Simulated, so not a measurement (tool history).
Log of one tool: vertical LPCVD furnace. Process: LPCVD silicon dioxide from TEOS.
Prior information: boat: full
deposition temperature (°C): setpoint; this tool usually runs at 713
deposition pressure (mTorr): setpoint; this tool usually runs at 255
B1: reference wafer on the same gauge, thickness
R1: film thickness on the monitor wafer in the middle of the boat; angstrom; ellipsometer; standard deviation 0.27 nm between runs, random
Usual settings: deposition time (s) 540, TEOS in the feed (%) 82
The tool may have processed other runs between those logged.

{"run": 1, "hour": 0.0, "deposition temperature (°C)": 713, "deposition pressure (mTorr)": 220, "deposition time (s)": 720, "TEOS in the feed (%)": 82, "B1": 80.04, "R1": 1257.3}
{"run": 2, "hour": 11.4, "deposition temperature (°C)": 713, "deposition pressure (mTorr)": 220, "deposition time (s)": 720, "TEOS in the feed (%)": 82, "B1": 80.03, "R1": 1251.3}
{"run": 3, "hour": 25.9, "deposition temperature (°C)": 713, "deposition pressure (mTorr)": 255, "deposition time (s)": 540, "TEOS in the feed (%)": 82, "B1": 80.1, "R1": 1017.2}
{"run": 4, "hour": 35.2, "deposition temperature (°C)": 713, "deposition pressure (mTorr)": 255, "deposition time (s)": 540, "TEOS in the feed (%)": 82, "B1": 80.14, "R1": 1016.4}
{"run": 5, "hour": 50.8, "deposition temperature (°C)": 713, "deposition pressure (mTorr)": 255, "deposition time (s)": 540, "TEOS in the feed (%)": 82, "B1": 80.19, "R1": 1016.9}
{"run": 6, "hour": 58.9, "deposition temperature (°C)": 713, "deposition pressure (mTorr)": 255, "deposition time (s)": 540, "TEOS in the feed (%)": 82, "B1": 80.06, "R1": 1013.4}
{"run": 7, "hour": 70.7, "deposition temperature (°C)": 713, "deposition pressure (mTorr)": 225, "deposition time (s)": 540, "TEOS in the feed (%)": 82, "B1": 80.12, "R1": 952.7}
{"run": 8, "hour": 83.9, "deposition temperature (°C)": 713, "deposition pressure (mTorr)": 255, "deposition time (s)": 540, "TEOS in the feed (%)": 82, "B1": 79.95, "R1": 1019.1}
{"run": 9, "hour": 96.8, "deposition temperature (°C)": 723, "deposition pressure (mTorr)": 255, "deposition time (s)": 540, "TEOS in the feed (%)": 82, "B1": 80.05, "R1": 1276.0}
{"run": 10, "hour": 105.5, "deposition temperature (°C)": 713, "deposition pressure (mTorr)": 255, "deposition time (s)": 630, "TEOS in the feed (%)": 89, "B1": 80.0, "R1": 1244.5}
{"run": 11, "hour": 122.6, "deposition temperature (°C)": 713, "deposition pressure (mTorr)": 200, "deposition time (s)": 540, "TEOS in the feed (%)": 82, "B1": 79.95, "R1": 904.8}
{"run": 12, "hour": 134.9, "deposition temperature (°C)": 713, "deposition pressure (mTorr)": 200, "deposition time (s)": 540, "TEOS in the feed (%)": 94, "B1": 80.06, "R1": 964.0}
{"run": 13, "hour": 152.6, "deposition temperature (°C)": 713, "deposition pressure (mTorr)": 255, "deposition time (s)": 540, "TEOS in the feed (%)": 82, "B1": 80.02, "R1": 1018.6}
{"run": 14, "hour": 169.3, "deposition temperature (°C)": 713, "deposition pressure (mTorr)": 255, "deposition time (s)": 540, "TEOS in the feed (%)": 82, "B1": 80.1, "R1": 1020.1}
{"run": 15, "hour": 183.2, "deposition temperature (°C)": 713, "deposition pressure (mTorr)": 255, "deposition time (s)": 540, "TEOS in the feed (%)": 82, "B1": 80.02, "R1": 1024.6}
{"run": 16, "hour": 196.3, "deposition temperature (°C)": 705, "deposition pressure (mTorr)": 255, "deposition time (s)": 540, "TEOS in the feed (%)": 73, "B1": 80.16, "R1": 805.7}
{"run": 17, "hour": 207.7, "deposition temperature (°C)": 713, "deposition pressure (mTorr)": 290, "deposition time (s)": 540, "TEOS in the feed (%)": 82, "B1": 80.08, "R1": 1090.4}

Run 18 has not been measured yet. What should we expect?
{"run": 18, "hour": 215.1, "deposition temperature (°C)": 724, "deposition pressure (mTorr)": 255, "deposition time (s)": 390, "TEOS in the feed (%)": 82, "B1": "?", "R1": "?"}

Run 18 came out at B1 80.17, R1 942.9 angstrom.
The same run, on a tool lacking any hidden state, would have yielded R1 848.6 angstrom.
